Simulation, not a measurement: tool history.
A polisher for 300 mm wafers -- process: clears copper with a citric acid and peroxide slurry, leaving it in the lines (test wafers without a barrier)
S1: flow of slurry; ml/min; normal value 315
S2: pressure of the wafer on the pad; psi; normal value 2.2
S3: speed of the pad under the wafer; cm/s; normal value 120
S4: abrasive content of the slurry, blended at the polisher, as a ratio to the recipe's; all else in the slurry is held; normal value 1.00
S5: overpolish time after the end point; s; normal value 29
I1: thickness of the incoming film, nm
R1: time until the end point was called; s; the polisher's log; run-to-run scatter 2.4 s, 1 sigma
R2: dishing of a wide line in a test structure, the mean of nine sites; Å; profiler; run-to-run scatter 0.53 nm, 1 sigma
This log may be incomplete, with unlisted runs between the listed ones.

run   hour   S1   S2   S3    S4  S5     I1     R1   R2
  1    0.0  315  2.2  120  1.00  29  296.7  175.3  338
  2   12.8  315  2.2  120  1.00  29  292.6  170.2  335
  3   19.2  315  2.2  120  1.00  29  297.1  177.1  344
  4   35.2  315  2.2  120  1.00  29  291.8  171.7  336
  5   48.5  315  2.2  120  1.00  29  295.1  171.6  331
  6   59.1  315  2.2  120  1.00  29  289.9  164.7  344
  7   73.5  315  2.2  120  1.00  29  296.3  179.6  336
      78.2  -- worn pad replaced by a new one
  8   86.1  315  2.2  120  1.00  29  293.4  171.4  344
  9  110.1  315  2.2  120  1.00  29  295.8  170.2  336
     115.1  -- slurry nozzle cleaned
 10  135.3  315  2.2  120  1.00  29  295.1  176.4  330
 11  149.7  315  2.2  120  1.00  29  293.5  172.2  341
     165.1  -- slurry blender recalibrated
     169.1  -- head pressure recalibrated
 12  178.0  315  2.2  120  1.10  29  300.1  171.7  345
 13  190.5  315  2.2  120  1.00  29  293.1  176.3  339
 14  199.5  315  2.2  156  1.00  13  296.8  137.7  220
 15  207.6  315  2.2  120  1.00  43  294.0  168.8  444
 16  220.1  315  2.2  120  1.00  29  295.5  171.7  334
 17  229.3  315  2.6  120  0.80  29  294.2  157.0  373
 18  242.0  315  1.9  104  0.90  29  293.9  232.9  262
 19  249.7  315  2.2  120  1.00  29  295.4  175.7  342
 20  265.5  315  2.2  120  1.15  29  290.6  168.5  347
 21  282.1  315  2.2  138  0.70  44  292.9  163.9  446
 22  293.8  315  2.2  120  1.00  29  292.0  174.4  341
 23  307.3  315  2.2  120  0.80  23  290.0  181.7  270
 24  324.1  420  2.6  120  0.80  38  297.9  149.8  457
 25  331.4  240  2.2  120  1.00  36  296.9  175.8  391
 26  340.3  315  2.2  120  1.00  29  294.2  172.0  333
 27  355.7  315  2.2  120  1.00  29  292.2  171.6  334
     368.2  -- slurry blender recalibrated
     368.7  -- worn pad replaced by a new one
 28  369.2  315  2.2  120  1.25  29  289.4  161.9  358
 29  377.0  315  2.2  120  0.70  29  295.3  188.6  322

Alternative continuations, all from the tool just after run 29; predict every row:
  A  377.5  315  2.2  120  1.00  29  296.9   ?   ?
  B  377.5  315  2.2  120  1.20  14  296.9   ?   ?
  C  377.5  315  2.2  120  1.00  46  296.9   ?   ?
  D  377.5  370  2.2  150  1.15  34  296.9   ?   ?

run     R1   R2
  A  173.7  335
  B  166.3  192
  C  173.7  461
  D  133.4  449
With the hidden condition removed and each run's random variation left untouched, the same runs would have given:
run     R1   R2
  A  173.7  335
  B  166.3  192
  C  173.7  461
  D  133.4  449
